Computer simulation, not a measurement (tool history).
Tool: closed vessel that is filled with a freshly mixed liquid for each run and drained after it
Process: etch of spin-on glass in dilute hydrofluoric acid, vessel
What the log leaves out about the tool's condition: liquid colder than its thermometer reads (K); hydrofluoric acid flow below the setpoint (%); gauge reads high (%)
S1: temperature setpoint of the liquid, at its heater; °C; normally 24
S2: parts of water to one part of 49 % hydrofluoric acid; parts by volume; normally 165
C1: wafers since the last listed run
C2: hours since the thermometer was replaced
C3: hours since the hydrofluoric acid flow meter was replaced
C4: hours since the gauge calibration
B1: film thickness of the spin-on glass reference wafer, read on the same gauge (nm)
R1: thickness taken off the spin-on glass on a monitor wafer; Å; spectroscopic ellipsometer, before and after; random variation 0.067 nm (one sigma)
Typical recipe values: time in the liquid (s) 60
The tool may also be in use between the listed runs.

Run 1, hour 0: usual settings; C1 0; C2 1939.6; C3 617.5; C4 394.2; B1 119.99. Result: R1 99 Å.
Run 2, hour 31.3: usual settings; C1 3383; C2 1970.9; C3 648.8; C4 425.5; B1 119.98. Result: R1 98.5 Å.
Run 3, hour 49: usual settings but S1 20 °C; C1 1913; C2 1988.6; C3 666.5; C4 443.2; B1 119.97. Result: R1 83.8 Å.
Run 4, hour 78.6: usual settings but S1 20 °C; C1 3200; C2 2018.2; C3 696.1; C4 472.8; B1 119.97. Result: R1 84.2 Å.
Run 5, hour 90.8: usual settings; C1 1318; C2 2030.4; C3 708.3; C4 485; B1 120. Result: R1 98.4 Å.
Run 6, hour 125.6: usual settings; C1 3762; C2 2065.2; C3 743.1; C4 519.8; B1 119.96. Result: R1 98.6 Å.
Run 7, hour 160.3: usual settings; C1 3751; C2 2099.9; C3 777.8; C4 554.5; B1 120.02. Result: R1 98.3 Å.
Run 8, hour 193.2: usual settings but S2 205 parts by volume; C1 3556; C2 2132.8; C3 810.7; C4 587.4; B1 120.01. Result: R1 75.6 Å.
Run 9, hour 222.1: usual settings but S2 205 parts by volume; C1 3124; C2 2161.7; C3 839.6; C4 616.3; B1 120. Result: R1 74.7 Å.
Run 10, hour 252.5: usual settings but S2 205 parts by volume; C1 3286; C2 2192.1; C3 870; C4 646.7; B1 119.98. Result: R1 74.9 Å.
Run 11, hour 273.9: usual settings but S2 100 parts by volume; C1 2313; C2 2213.5; C3 891.4; C4 668.1; B1 120. Result: R1 170.9 Å.
Run 12, hour 294.2: usual settings but S2 100 parts by volume; C1 2194; C2 2233.8; C3 911.7; C4 688.4; B1 119.99. Result: R1 170.2 Å.
At hour 310.4: gauge calibrated.
Run 13, hour 318.9: usual settings but S2 100 parts by volume; C1 2670; C2 2258.5; C3 936.4; C4 8.5; B1 119.99. Result: R1 171.1 Å.
Run 14, hour 338.3: usual settings; C1 2097; C2 2277.9; C3 955.8; C4 27.9; B1 120.01. Result: R1 95.3 Å.
Run 15, hour 366.7: usual settings; C1 3070; C2 2306.3; C3 984.2; C4 56.3; B1 120.04. Result: R1 96.7 Å.
Run 16, hour 390.6: usual settings; C1 2583; C2 2330.2; C3 1008.1; C4 80.2; B1 119.95. Result: R1 95.6 Å.
Run 17, hour 411.7: usual settings but S1 21.5 °C, S2 205 parts by volume, time in the liquid (s) 70; C1 2281; C2 2351.3; C3 1029.2; C4 101.3; B1 119.99. Result: R1 78.1 Å.
Run 18, hour 430.5: usual settings but S1 21 °C, S2 140 parts by volume, time in the liquid (s) 50; C1 2032; C2 2370.1; C3 1048; C4 120.1; B1 119.96. Result: R1 86.3 Å.
Run 19, hour 444.5: usual settings but S1 19.5 °C, S2 110 parts by volume, time in the liquid (s) 35; C1 1513; C2 2384.1; C3 1062; C4 134.1; B1 119.99. Result: R1 73.5 Å.
Run 20, hour 465.6: usual settings; C1 2281; C2 2405.2; C3 1083.1; C4 155.2; B1 120.02. Result: R1 95.2 Å.
Run 21, hour 494.1: usual settings but S1 26.5 °C, time in the liquid (s) 35; C1 3081; C2 2433.7; C3 1111.6; C4 183.7; B1 120.02. Result: R1 61 Å.
Run 22, hour 507.8: usual settings but S1 26 °C, time in the liquid (s) 95; C1 1481; C2 2447.4; C3 1125.3; C4 197.4; B1 119.98. Result: R1 162.3 Å.
Run 23, hour 536.6: usual settings; C1 3113; C2 2476.2; C3 1154.1; C4 226.2; B1 120.03. Result: R1 94.3 Å.
At hour 542.8: thermometer replaced.
Run 24, hour 549.1: usual settings; C1 1243; C2 6.3; C3 1166.6; C4 238.7; B1 120.05. Result: R1 104.3 Å.
Run 25, hour 576.6: usual settings; C1 2972; C2 33.8; C3 1194.1; C4 266.2; B1 120.01. Result: R1 104.3 Å.
Run 26, hour 596: usual settings but S1 19.5 °C; C1 2097; C2 53.2; C3 1213.5; C4 285.6; B1 120.01. Result: R1 87.6 Å.
At hour 606.4: hydrofluoric acid flow meter replaced.
Run 27, hour 675.2: usual settings but S1 21.5 °C, S2 245 parts by volume; C1 8454; C2 132.4; C3 68.8; C4 364.8; B1 120.02. Result: R1 62 Å.
Run 28, hour 708: usual settings but S2 240 parts by volume; C1 3545; C2 165.2; C3 101.6; C4 397.6; B1 120.06. Result: R1 69.6 Å.
Run 29, hour 723.8: usual settings but S2 105 parts by volume; C1 1708; C2 181; C3 117.4; C4 413.4; B1 120.01. Result: R1 183.6 Å.
Run 30, hour 736.3: usual settings but S1 26 °C; C1 1351; C2 193.5; C3 129.9; C4 425.9; B1 120. Result: R1 117.8 Å.
Run 31, hour 762.2: usual settings; C1 2800; C2 219.4; C3 155.8; C4 451.8; B1 120.02. Result: R1 109.8 Å.
Run 32, hour 785.8: usual settings but time in the liquid (s) 70; C1 2551; C2 243; C3 179.4; C4 475.4; B1 120. Result: R1 127.1 Å.

Take each entry between the runs: how does the hidden state at the last listed run before it differ from the hidden state at the first listed run after it?
From run 12 to run 13: gauge calibrated (hour 310.4)
  liquid colder than its thermometer reads (K): 2.47 -> 2.49; hydrofluoric acid flow below the setpoint (%): 4.31 -> 4.42
  measured result minus the result with no hidden state, R1: -27.2 -> -27.8 Å
From run 23 to run 24: thermometer replaced (hour 542.8)
  liquid colder than its thermometer reads (K): 2.72 -> 0.0616; hydrofluoric acid flow below the setpoint (%): 5.41 -> 5.47
  measured result minus the result with no hidden state, R1: -17.4 -> -7.4 Å
From run 26 to run 27: hydrofluoric acid flow meter replaced (hour 606.4)
  liquid colder than its thermometer reads (K): 0.11 -> 0.191; hydrofluoric acid flow below the setpoint (%): 5.68 -> 0.596
  measured result minus the result with no hidden state, R1: -6.6 -> -0.9 Å

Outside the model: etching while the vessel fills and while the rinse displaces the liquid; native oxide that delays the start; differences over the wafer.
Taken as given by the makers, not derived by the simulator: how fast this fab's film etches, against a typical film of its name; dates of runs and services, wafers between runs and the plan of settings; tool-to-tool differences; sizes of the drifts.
